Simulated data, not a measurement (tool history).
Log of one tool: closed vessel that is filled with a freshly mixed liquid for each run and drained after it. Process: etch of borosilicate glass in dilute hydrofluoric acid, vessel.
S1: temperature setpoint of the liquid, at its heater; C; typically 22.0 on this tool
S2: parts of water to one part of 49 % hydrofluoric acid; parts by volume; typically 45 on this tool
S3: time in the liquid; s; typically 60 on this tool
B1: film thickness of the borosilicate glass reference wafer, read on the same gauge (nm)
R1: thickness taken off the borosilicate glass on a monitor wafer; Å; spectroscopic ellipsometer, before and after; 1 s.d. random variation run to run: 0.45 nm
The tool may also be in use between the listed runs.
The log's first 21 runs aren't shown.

run 22 hour=1513.9 | S1=22.0 S2=45 S3=60 | B1=29.99 | R1=518.3
run 23 hour=1617.0 | S1=22.0 S2=55 S3=40 | B1=30.01 | R1=278.7
run 24 hour=1717.7 | S1=22.0 S2=45 S3=60 | B1=29.98 | R1=507.3
run 25 hour=1765.0 | S1=17.5 S2=65 S3=60 | B1=30.00 | R1=284.8
run 26 hour=1809.9 | S1=22.0 S2=45 S3=50 | B1=30.00 | R1=430.1
run 27 hour=1874.7 | S1=17.5 S2=45 S3=60 | B1=30.00 | R1=418.3
run 28 hour=1953.3 | S1=22.0 S2=30 S3=60 | B1=30.02 | R1=766.6
run 29 hour=1998.4 | S1=18.0 S2=50 S3=80 | B1=29.97 | R1=511.2
run 30 hour=2049.6 | S1=20.0 S2=30 S3=85 | B1=29.99 | R1=1027.7
run 31 hour=2153.0 | S1=27.0 S2=35 S3=95 | B1=30.00 | R1=1268.4
run 32 hour=2189.9 | S1=22.0 S2=40 S3=60 | B1=29.98 | R1=574.2
run 33 hour=2227.1 | S1=22.0 S2=50 S3=60 | B1=29.99 | R1=451.2

Here are 4 independent what-if runs from the current tool condition. What would each one return?
run A hour=2227.8 | S1=22.0 S2=35 S3=60 | B1=? | R1=?
run B hour=2227.8 | S1=22.0 S2=45 S3=95 | B1=? | R1=?
run C hour=2227.8 | S1=20.0 S2=50 S3=90 | B1=? | R1=?
run D hour=2227.8 | S1=25.5 S2=35 S3=90 | B1=? | R1=?

run=A B1=29.98 R1=663.6
run=B B1=29.98 R1=807.6
run=C B1=29.98 R1=628.3
run=D B1=29.98 R1=1154.8
Stripped of hidden state, with their random variation kept, the same runs would have yielded:
run=A R1=697.7
run=B R1=848.3
run=C R1=660.6
run=D R1=1211.1
